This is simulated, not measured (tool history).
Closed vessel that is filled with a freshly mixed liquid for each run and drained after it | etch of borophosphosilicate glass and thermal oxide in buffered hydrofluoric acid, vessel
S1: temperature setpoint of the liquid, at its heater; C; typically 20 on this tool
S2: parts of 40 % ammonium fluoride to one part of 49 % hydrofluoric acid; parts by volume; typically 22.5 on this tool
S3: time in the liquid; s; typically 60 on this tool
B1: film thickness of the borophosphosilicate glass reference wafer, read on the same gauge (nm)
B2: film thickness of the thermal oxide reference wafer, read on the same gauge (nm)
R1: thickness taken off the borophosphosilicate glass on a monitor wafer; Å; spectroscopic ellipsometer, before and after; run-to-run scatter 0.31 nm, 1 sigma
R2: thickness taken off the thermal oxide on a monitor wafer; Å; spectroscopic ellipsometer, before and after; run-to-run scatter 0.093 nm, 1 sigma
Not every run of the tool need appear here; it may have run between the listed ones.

{"run": 1, "hour": 0.0, "S1": 20, "S2": 22.5, "S3": 60, "B1": 90, "B2": 130.03, "R1": 516.6, "R2": 221.4}
{"run": 2, "hour": 12.8, "S1": 20, "S2": 22.5, "S3": 60, "B1": 89.98, "B2": 129.96, "R1": 505.2, "R2": 222.4}
{"run": 3, "hour": 25.6, "S1": 20, "S2": 22.5, "S3": 60, "B1": 90.01, "B2": 129.99, "R1": 506.9, "R2": 220.9}
{"run": 4, "hour": 35.2, "S1": 20, "S2": 22.5, "S3": 60, "B1": 90.03, "B2": 130.02, "R1": 507.8, "R2": 221.7}
{"run": 5, "hour": 42.4, "S1": 20, "S2": 22.5, "S3": 60, "B1": 89.99, "B2": 129.96, "R1": 511.4, "R2": 221.8}
{"run": 6, "hour": 56.8, "S1": 20, "S2": 22.5, "S3": 60, "B1": 89.97, "B2": 130, "R1": 513.3, "R2": 222.5}
{"run": 7, "hour": 68.2, "S1": 20, "S2": 22.5, "S3": 60, "B1": 89.98, "B2": 130.01, "R1": 508, "R2": 222.1}
{"run": 8, "hour": 78.6, "S1": 20, "S2": 22.5, "S3": 60, "B1": 90.03, "B2": 130.06, "R1": 509.2, "R2": 220.3}
{"run": 9, "hour": 85.6, "S1": 20, "S2": 22.5, "S3": 60, "B1": 89.98, "B2": 130.02, "R1": 508.8, "R2": 221.3}
{"run": 10, "hour": 97.3, "S1": 17, "S2": 22.5, "S3": 60, "B1": 90, "B2": 129.97, "R1": 427.3, "R2": 186.1}
{"run": 11, "hour": 104.2, "S1": 21.5, "S2": 19, "S3": 75, "B1": 89.99, "B2": 130, "R1": 788.7, "R2": 343.7}
{"run": 12, "hour": 120.4, "S1": 21.5, "S2": 29, "S3": 70, "B1": 89.98, "B2": 129.96, "R1": 540.1, "R2": 236.2}
{"run": 13, "hour": 129.1, "S1": 20, "S2": 22.5, "S3": 60, "B1": 90, "B2": 130.02, "R1": 507.7, "R2": 221.7}
{"run": 14, "hour": 146.9, "S1": 20, "S2": 22.5, "S3": 60, "B1": 89.97, "B2": 130.05, "R1": 509.3, "R2": 220.1}
{"hour": 160.4, "done": "gauge calibrated"}
{"run": 15, "hour": 162.4, "S1": 20, "S2": 22.5, "S3": 60, "B1": 90.03, "B2": 130.02, "R1": 503.9, "R2": 221.3}
{"hour": 168.8, "done": "thermometer replaced"}
{"run": 16, "hour": 190.0, "S1": 23.5, "S2": 14.5, "S3": 90, "B1": 89.99, "B2": 129.98, "R1": 1295.7, "R2": 564.9}
{"hour": 193.6, "done": "hydrofluoric acid flow meter replaced"}
{"run": 17, "hour": 204.8, "S1": 20, "S2": 22.5, "S3": 60, "B1": 90, "B2": 130.02, "R1": 472.5, "R2": 206.4}
{"run": 18, "hour": 213.1, "S1": 17, "S2": 30, "S3": 60, "B1": 89.99, "B2": 130.01, "R1": 324.1, "R2": 142.1}
{"run": 19, "hour": 228.3, "S1": 20, "S2": 22.5, "S3": 35, "B1": 90.03, "B2": 130, "R1": 275.9, "R2": 121.1}
{"run": 20, "hour": 240.5, "S1": 24, "S2": 22.5, "S3": 60, "B1": 89.98, "B2": 129.94, "R1": 597.6, "R2": 260.5}
{"hour": 245.5, "done": "thermometer replaced, repeated, since the last time left the tool worse"}
{"run": 21, "hour": 254.6, "S1": 21.5, "S2": 22.5, "S3": 45, "B1": 90, "B2": 129.99, "R1": 461.7, "R2": 202.1}
{"run": 22, "hour": 269.9, "S1": 17.5, "S2": 22.5, "S3": 35, "B1": 90.03, "B2": 129.98, "R1": 285.6, "R2": 125}
{"run": 23, "hour": 284.7, "S1": 20, "S2": 16.5, "S3": 30, "B1": 90.02, "B2": 129.98, "R1": 369, "R2": 161.8}
{"run": 24, "hour": 295.5, "S1": 24.5, "S2": 25.5, "S3": 85, "B1": 90.03, "B2": 129.93, "R1": 941.8, "R2": 409.7}

Same runs, no hidden state in the tool, same run-to-run variation:
Hidden state present: liquid colder than its thermometer reads (K); hydrofluoric acid flow above the setpoint (%); gauge reads high (%).
run=1 R1=575.8 R2=247
run=2 R1=563.4 R2=248.3
run=3 R1=565.7 R2=246.8
run=4 R1=566.9 R2=247.9
run=5 R1=571 R2=247.9
run=6 R1=573.4 R2=248.9
run=7 R1=567.8 R2=248.5
run=8 R1=569.5 R2=246.7
run=9 R1=569.4 R2=248
run=10 R1=479.4 R2=209.1
run=11 R1=882 R2=384.8
run=12 R1=604.9 R2=264.9
run=13 R1=569 R2=248.9
run=14 R1=571.5 R2=247.4
run=15 R1=565.8 R2=248.8
run=16 R1=1543.8 R2=674.4
run=17 R1=566.1 R2=247.9
run=18 R1=389.8 R2=171.4
run=19 R1=331 R2=145.6
run=20 R1=714.1 R2=311.9
run=21 R1=464.2 R2=203.2
run=22 R1=287.4 R2=125.8
run=23 R1=371.6 R2=163
run=24 R1=948.9 R2=412.8

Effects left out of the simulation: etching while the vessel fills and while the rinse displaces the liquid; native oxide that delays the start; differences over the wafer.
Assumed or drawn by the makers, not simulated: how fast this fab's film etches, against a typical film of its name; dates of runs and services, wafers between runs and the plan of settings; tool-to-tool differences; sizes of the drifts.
